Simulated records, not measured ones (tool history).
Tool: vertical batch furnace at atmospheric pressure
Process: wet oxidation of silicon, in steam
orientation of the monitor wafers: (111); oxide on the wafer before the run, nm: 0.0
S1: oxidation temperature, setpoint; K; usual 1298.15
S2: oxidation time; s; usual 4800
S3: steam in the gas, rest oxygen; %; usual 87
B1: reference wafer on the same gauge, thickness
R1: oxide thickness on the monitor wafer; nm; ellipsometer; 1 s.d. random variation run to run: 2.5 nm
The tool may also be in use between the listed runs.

Run 1, hour 0.0: usual settings; B1 575.02. Result: R1 614.16 nm.
Run 2, hour 70.6: usual settings; B1 575.44. Result: R1 612.02 nm.
Run 3, hour 165.3: usual settings; B1 576.30. Result: R1 611.79 nm.
Run 4, hour 258.9: usual settings; B1 575.37. Result: R1 614.20 nm.
Run 5, hour 339.9: usual settings; B1 576.41. Result: R1 607.15 nm.
Run 6, hour 394.8: usual settings but S3 81 %; B1 576.44. Result: R1 584.69 nm.
At hour 511.8: thermocouples replaced and temperature profile calibrated.
Run 7, hour 596.0: usual settings but S1 1280.15 K; B1 574.76. Result: R1 543.40 nm.
Run 8, hour 641.3: usual settings but S1 1280.15 K; B1 575.06. Result: R1 544.50 nm.
Run 9, hour 695.5: usual settings; B1 575.44. Result: R1 589.96 nm.
Run 10, hour 755.2: usual settings; B1 576.17. Result: R1 594.51 nm.
Run 11, hour 806.3: usual settings; B1 575.69. Result: R1 590.21 nm.
Run 12, hour 885.3: usual settings but S2 6330 s; B1 575.44. Result: R1 696.05 nm.
Run 13, hour 968.9: usual settings but S2 6330 s; B1 575.99. Result: R1 690.07 nm.
Run 14, hour 1039.3: usual settings but S2 6330 s; B1 575.31. Result: R1 692.41 nm.
At hour 1139.3: steam generator serviced.
Run 15, hour 1139.8: usual settings but S2 3630 s; B1 576.46. Result: R1 514.70 nm.
Run 16, hour 1177.1: usual settings but S3 82 %; B1 575.99. Result: R1 585.12 nm.
Run 17, hour 1238.1: usual settings but S2 6000 s, S3 95 %; B1 576.07. Result: R1 726.23 nm.
Run 18, hour 1336.7: usual settings but S1 1316.15 K; B1 576.13. Result: R1 660.85 nm.
Run 19, hour 1417.2: usual settings; B1 575.83. Result: R1 607.31 nm.
Run 20, hour 1498.0: usual settings but S1 1279.15 K, S2 5610 s, S3 92 %; B1 576.89. Result: R1 629.80 nm.
Run 21, hour 1576.0: usual settings but S3 75 %; B1 575.67. Result: R1 557.85 nm.
Run 22, hour 1612.5: usual settings; B1 574.97. Result: R1 610.38 nm.
Run 23, hour 1667.1: usual settings but S1 1288.15 K, S3 95 %; B1 576.64. Result: R1 611.54 nm.
Run 24, hour 1742.4: usual settings but S2 3750 s; B1 575.65. Result: R1 526.62 nm.
Run 25, hour 1800.6: usual settings but S3 97 %; B1 575.85. Result: R1 649.13 nm.
Run 26, hour 1841.4: usual settings; B1 576.09. Result: R1 602.31 nm.
Run 27, hour 1891.0: usual settings but S3 96 %; B1 576.43. Result: R1 647.19 nm.
Run 28, hour 1940.9: usual settings but S1 1290.15 K; B1 576.25. Result: R1 587.04 nm.
Run 29, hour 1999.5: usual settings but S1 1287.15 K, S2 6060 s, S3 93 %; B1 576.03. Result: R1 686.55 nm.
At hour 2186.3: gauge calibrated.
Run 30, hour 2277.7: usual settings but S1 1319.15 K, S3 97 %; B1 576.66. Result: R1 700.79 nm.
Run 31, hour 2345.6: usual settings; B1 575.53. Result: R1 606.61 nm.
Run 32, hour 2387.4: usual settings but S1 1316.15 K, S2 5640 s, S3 94 %; B1 575.72. Result: R1 752.78 nm.
Run 33, hour 2490.8: usual settings but S1 1315.15 K, S2 3690 s, S3 92 %; B1 575.99. Result: R1 578.62 nm.
Run 34, hour 2582.2: usual settings; B1 575.88. Result: R1 610.32 nm.
Run 35, hour 2624.2: usual settings but S1 1290.15 K, S2 3690 s, S3 78 %; B1 576.96. Result: R1 467.38 nm.
Run 36, hour 2842.1: usual settings; B1 576.04. Result: R1 600.71 nm.
Run 37, hour 2931.8: usual settings; B1 575.74. Result: R1 604.02 nm.
Run 38, hour 2981.8: usual settings; B1 575.92. Result: R1 607.53 nm.

4 options for the next run, each taken on its own from the tool as it stands now. Forecast them:
Run A, hour 2986.7: usual settings; B1 ?. Result: R1 ?.
Run B, hour 2986.7: usual settings but S2 6810 s; B1 ?. Result: R1 ?.
Run C, hour 2986.7: usual settings but S3 95 %; B1 ?. Result: R1 ?.
Run D, hour 2986.7: usual settings but S3 84 %; B1 ?. Result: R1 ?.

run      B1      R1
  A  575.61  604.24
  B  575.61  737.35
  C  575.61  635.52
  D  575.61  592.15
Take away the tool's hidden state, keep each run's random variation, and the runs would have read:
run      R1
  A  602.45
  B  735.83
  C  633.79
  D  590.34
